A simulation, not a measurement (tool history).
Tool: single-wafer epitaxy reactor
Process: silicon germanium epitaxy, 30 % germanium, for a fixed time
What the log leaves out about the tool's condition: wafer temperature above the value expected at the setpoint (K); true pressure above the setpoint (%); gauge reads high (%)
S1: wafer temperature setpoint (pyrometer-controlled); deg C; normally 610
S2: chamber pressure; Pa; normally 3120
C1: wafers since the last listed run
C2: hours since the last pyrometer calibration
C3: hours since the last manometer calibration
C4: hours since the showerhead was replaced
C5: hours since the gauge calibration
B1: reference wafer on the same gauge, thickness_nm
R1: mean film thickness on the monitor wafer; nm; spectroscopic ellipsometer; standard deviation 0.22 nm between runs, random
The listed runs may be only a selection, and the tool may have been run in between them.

Run 1, hour 0: usual settings; C1 0; C2 663.6; C3 1030; C4 2274.5; C5 1319; B1 79.434. Result: R1 70.943 nm.
Run 2, hour 84.6: usual settings but S2 3693 Pa; C1 1272; C2 748.2; C3 1114.6; C4 2359.1; C5 1403.6; B1 79.338. Result: R1 73.773 nm.
At hour 128: capacitance manometer re-zeroed and calibrated.
Run 3, hour 163.6: usual settings but S2 2733 Pa; C1 1067; C2 827.2; C3 35.6; C4 2438.1; C5 1482.6; B1 79.169. Result: R1 68.435 nm.
Run 4, hour 265.2: usual settings but S2 2733 Pa; C1 1527; C2 928.8; C3 137.2; C4 2539.7; C5 1584.2; B1 79.307. Result: R1 68.148 nm.
At hour 276.9: pyrometer calibrated.
Run 5, hour 333.1: usual settings but S1 603 deg C; C1 900; C2 56.2; C3 205.1; C4 2607.6; C5 1652.1; B1 79.341. Result: R1 63.326 nm.
Run 6, hour 405.3: usual settings; C1 1085; C2 128.4; C3 277.3; C4 2679.8; C5 1724.3; B1 79.31. Result: R1 71.502 nm.
Run 7, hour 502.4: usual settings; C1 1460; C2 225.5; C3 374.4; C4 2776.9; C5 1821.4; B1 79.231. Result: R1 71.656 nm.
Run 8, hour 565.1: usual settings but S1 606 deg C, S2 2600 Pa; C1 942; C2 288.2; C3 437.1; C4 2839.6; C5 1884.1; B1 79.184. Result: R1 63.86 nm.
Run 9, hour 602.7: usual settings but S1 606 deg C, S2 2600 Pa; C1 565; C2 325.8; C3 474.7; C4 2877.2; C5 1921.7; B1 79.43. Result: R1 63.562 nm.
Run 10, hour 659.2: usual settings; C1 849; C2 382.3; C3 531.2; C4 2933.7; C5 1978.2; B1 79.368. Result: R1 71.889 nm.
Run 11, hour 713: usual settings but S1 618 deg C, S2 2573 Pa; C1 808; C2 436.1; C3 585; C4 2987.5; C5 2032; B1 79.314. Result: R1 78.677 nm.
Run 12, hour 754.8: usual settings; C1 628; C2 477.9; C3 626.8; C4 3029.3; C5 2073.8; B1 79.274. Result: R1 71.61 nm.
Run 13, hour 854.8: usual settings; C1 1503; C2 577.9; C3 726.8; C4 3129.3; C5 2173.8; B1 79.371. Result: R1 71.39 nm.
Run 14, hour 932.5: usual settings; C1 1168; C2 655.6; C3 804.5; C4 3207; C5 2251.5; B1 79.277. Result: R1 71.232 nm.
Run 15, hour 1011.3: usual settings but S1 616 deg C, S2 3360 Pa; C1 1184; C2 734.4; C3 883.3; C4 3285.8; C5 2330.3; B1 79.339. Result: R1 80.805 nm.
Run 16, hour 1080.3: usual settings but S1 616 deg C, S2 3586 Pa; C1 1037; C2 803.4; C3 952.3; C4 3354.8; C5 2399.3; B1 79.402. Result: R1 81.942 nm.
Run 17, hour 1140.3: usual settings but S1 601 deg C, S2 3560 Pa; C1 902; C2 863.4; C3 1012.3; C4 3414.8; C5 2459.3; B1 79.252. Result: R1 62.123 nm.
At hour 1174.6: showerhead replaced.
At hour 1232.7: pyrometer calibrated.
Run 18, hour 1241.7: usual settings; C1 1284; C2 9; C3 1113.7; C4 67.1; C5 2560.7; B1 79.317. Result: R1 71.895 nm.
At hour 1303.7: capacitance manometer re-zeroed and calibrated.
Run 19, hour 1304.2: usual settings; C1 819; C2 71.5; C3 0.5; C4 129.6; C5 2623.2; B1 79.334. Result: R1 71.562 nm.
Run 20, hour 1378: usual settings but S1 597 deg C, S2 2533 Pa; C1 1109; C2 145.3; C3 74.3; C4 203.4; C5 2697; B1 79.248. Result: R1 52.99 nm.
Run 21, hour 1472.3: usual settings but S2 3520 Pa; C1 1417; C2 239.6; C3 168.6; C4 297.7; C5 2791.3; B1 79.324. Result: R1 73.893 nm.
At hour 1483.4: gauge calibrated.
Run 22, hour 1536.8: usual settings but S1 618 deg C; C1 969; C2 304.1; C3 233.1; C4 362.2; C5 53.4; B1 79.246. Result: R1 82.761 nm.
Run 23, hour 1576.9: usual settings but S1 599 deg C, S2 2466 Pa; C1 602; C2 344.2; C3 273.2; C4 402.3; C5 93.5; B1 79.312. Result: R1 54.917 nm.
Run 24, hour 1668.5: usual settings but S1 599 deg C, S2 2533 Pa; C1 1377; C2 435.8; C3 364.8; C4 493.9; C5 185.1; B1 79.282. Result: R1 55.653 nm.
Run 25, hour 1760.6: usual settings but S1 598 deg C; C1 1384; C2 527.9; C3 456.9; C4 586; C5 277.2; B1 79.244. Result: R1 57.035 nm.
Run 26, hour 1806.3: usual settings; C1 687; C2 573.6; C3 502.6; C4 631.7; C5 322.9; B1 79.266. Result: R1 70.857 nm.
Run 27, hour 1874.4: usual settings; C1 1023; C2 641.7; C3 570.7; C4 699.8; C5 391; B1 79.369. Result: R1 71.358 nm.
Run 28, hour 1966.4: usual settings but S1 600 deg C, S2 3813 Pa; C1 1383; C2 733.7; C3 662.7; C4 791.8; C5 483; B1 79.293. Result: R1 62.2 nm.
Run 29, hour 2029.4: usual settings but S1 597 deg C, S2 2826 Pa; C1 947; C2 796.7; C3 725.7; C4 854.8; C5 546; B1 79.292. Result: R1 54.269 nm.
Run 30, hour 2097.8: usual settings but S1 600 deg C, S2 2440 Pa; C1 1028; C2 865.1; C3 794.1; C4 923.2; C5 614.4; B1 79.328. Result: R1 55.195 nm.
Run 31, hour 2163.2: usual settings; C1 983; C2 930.5; C3 859.5; C4 988.6; C5 679.8; B1 79.363. Result: R1 70.582 nm.
At hour 2246.9: pyrometer calibrated.
Run 32, hour 2247.4: usual settings but S1 617 deg C, S2 3600 Pa; C1 1145; C2 0.5; C3 943.7; C4 1072.8; C5 764; B1 79.395. Result: R1 84.539 nm.
Run 33, hour 2319: usual settings but S1 598 deg C, S2 2573 Pa; C1 1076; C2 72.1; C3 1015.3; C4 1144.4; C5 835.6; B1 79.229. Result: R1 54.706 nm.
Run 34, hour 2355.9: usual settings but S2 2386 Pa; C1 554; C2 109; C3 1052.2; C4 1181.3; C5 872.5; B1 79.444. Result: R1 67.137 nm.
Run 35, hour 2412: usual settings but S1 601 deg C, S2 3773 Pa; C1 843; C2 165.1; C3 1108.3; C4 1237.4; C5 928.6; B1 79.321. Result: R1 63.769 nm.

4 options for the next run, each taken on its own from the tool as it stands now. Forecast them:
Run A, hour 2412.4: usual settings but S2 2520 Pa; C1 6; C2 165.5; C3 1108.7; C4 1237.8; C5 929; B1 ?. Result: R1 ?.
Run B, hour 2412.4: usual settings but S1 620 deg C, S2 2573 Pa; C1 6; C2 165.5; C3 1108.7; C4 1237.8; C5 929; B1 ?. Result: R1 ?.
Run C, hour 2412.4: usual settings but S1 615 deg C, S2 3546 Pa; C1 6; C2 165.5; C3 1108.7; C4 1237.8; C5 929; B1 ?. Result: R1 ?.
Run D, hour 2412.4: usual settings but S1 614 deg C, S2 2826 Pa; C1 6; C2 165.5; C3 1108.7; C4 1237.8; C5 929; B1 ?. Result: R1 ?.

run      B1      R1
  A  79.291  67.677
  B  79.291   81.44
  C  79.291  80.947
  D  79.291  74.874
With no hidden state in the tool, these same runs would have given:
run      R1
  A  67.752
  B  81.529
  C  81.036
  D  74.956
